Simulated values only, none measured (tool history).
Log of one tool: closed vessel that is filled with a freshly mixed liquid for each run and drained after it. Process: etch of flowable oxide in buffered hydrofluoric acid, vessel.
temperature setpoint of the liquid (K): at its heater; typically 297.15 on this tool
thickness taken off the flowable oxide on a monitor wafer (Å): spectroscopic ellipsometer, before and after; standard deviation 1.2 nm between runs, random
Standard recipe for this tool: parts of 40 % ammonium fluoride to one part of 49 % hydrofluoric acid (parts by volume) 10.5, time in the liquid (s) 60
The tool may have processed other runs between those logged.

run,hour,temperature setpoint of the liquid (K),parts of 40 % ammonium fluoride to one part of 49 % hydrofluoric acid (parts by volume),time in the liquid (s),wafers since the last listed run,hours since the thermometer was replaced,hours since the hydrofluoric acid flow meter was replaced,hours since the gauge calibration,"read-back film thickness of the flowable oxide reference wafer, read on the same gauge (nm)",thickness taken off the flowable oxide on a monitor wafer (Å)
1,0,297.15,12,60,0,272.5,332.2,154.5,109.99,2086.7
2,101,297.15,12,60,11889,373.5,433.2,255.5,110.01,2073.6
3,157.5,297.15,12,60,6651,430,489.7,312,109.98,2060.5
4,234,297.15,8,60,9005,506.5,566.2,388.5,109.99,2997.3
# hour 302.1: hydrofluoric acid flow meter replaced
5,342.9,297.15,10.5,60,12702,615.4,40.8,497.4,110.01,2341.9
6,438.3,297.15,10.5,60,11230,710.8,136.2,592.8,109.97,2335.2
7,483.3,297.15,10.5,60,5297,755.8,181.2,637.8,110,2315.5
# hour 696.2: thermometer replaced
8,716.8,297.15,10.5,85,27370,20.6,414.7,871.3,110.01,3398.1
9,810.6,297.15,10.5,85,11042,114.4,508.5,965.1,110.03,3378.5
10,858.1,298.65,13.5,70,5591,161.9,556,1012.6,109.99,2359.9
11,900.9,297.15,10.5,60,5038,204.7,598.8,1055.4,109.99,2391.8
# hour 939.6: hydrofluoric acid flow meter replaced
12,960.2,299.65,10.5,60,6863,264,20.6,1114.7,109.99,2719.1
13,1009,297.15,10.5,60,5744,312.8,69.4,1163.5,110.01,2356.8
# hour 1073.4: gauge calibrated
14,1091.6,300.65,9,70,9723,395.4,152,18.2,110.02,3713.2
15,1160.4,299.65,12.5,90,8099,464.2,220.8,87,110,3422.1
16,1430.1,301.65,8.5,30,31749,733.9,490.5,356.7,110.02,1771.7
# hour 1477.2: thermometer replaced
17,1508.3,297.15,7,95,9088,31.1,568.7,434.9,110.01,5616.4
# hour 1572.7: hydrofluoric acid flow meter replaced
18,1597.8,294.65,12.5,50,10418,120.6,25.1,524.4,110.01,1464.5

Each row is a separate what-if for the run after 18, all from the same tool condition, not one after another. Results?
A,1598.5,297.15,10.5,60,82,121.3,25.8,525.1,?,?
B,1598.5,293.65,8.5,35,82,121.3,25.8,525.1,?,?
C,1598.5,295.15,9,40,82,121.3,25.8,525.1,?,?
D,1598.5,295.65,8,50,82,121.3,25.8,525.1,?,?

run,"read-back film thickness of the flowable oxide reference wafer, read on the same gauge (nm)",thickness taken off the flowable oxide on a monitor wafer (Å)
A,110.01,2384.6
B,110.01,1367.2
C,110.01,1596
D,110.01,2330.4
With the hidden condition removed and each run's random variation left untouched, the same runs would have given:
run,thickness taken off the flowable oxide on a monitor wafer (Å)
A,2399
B,1375.6
C,1605.7
D,2344.5

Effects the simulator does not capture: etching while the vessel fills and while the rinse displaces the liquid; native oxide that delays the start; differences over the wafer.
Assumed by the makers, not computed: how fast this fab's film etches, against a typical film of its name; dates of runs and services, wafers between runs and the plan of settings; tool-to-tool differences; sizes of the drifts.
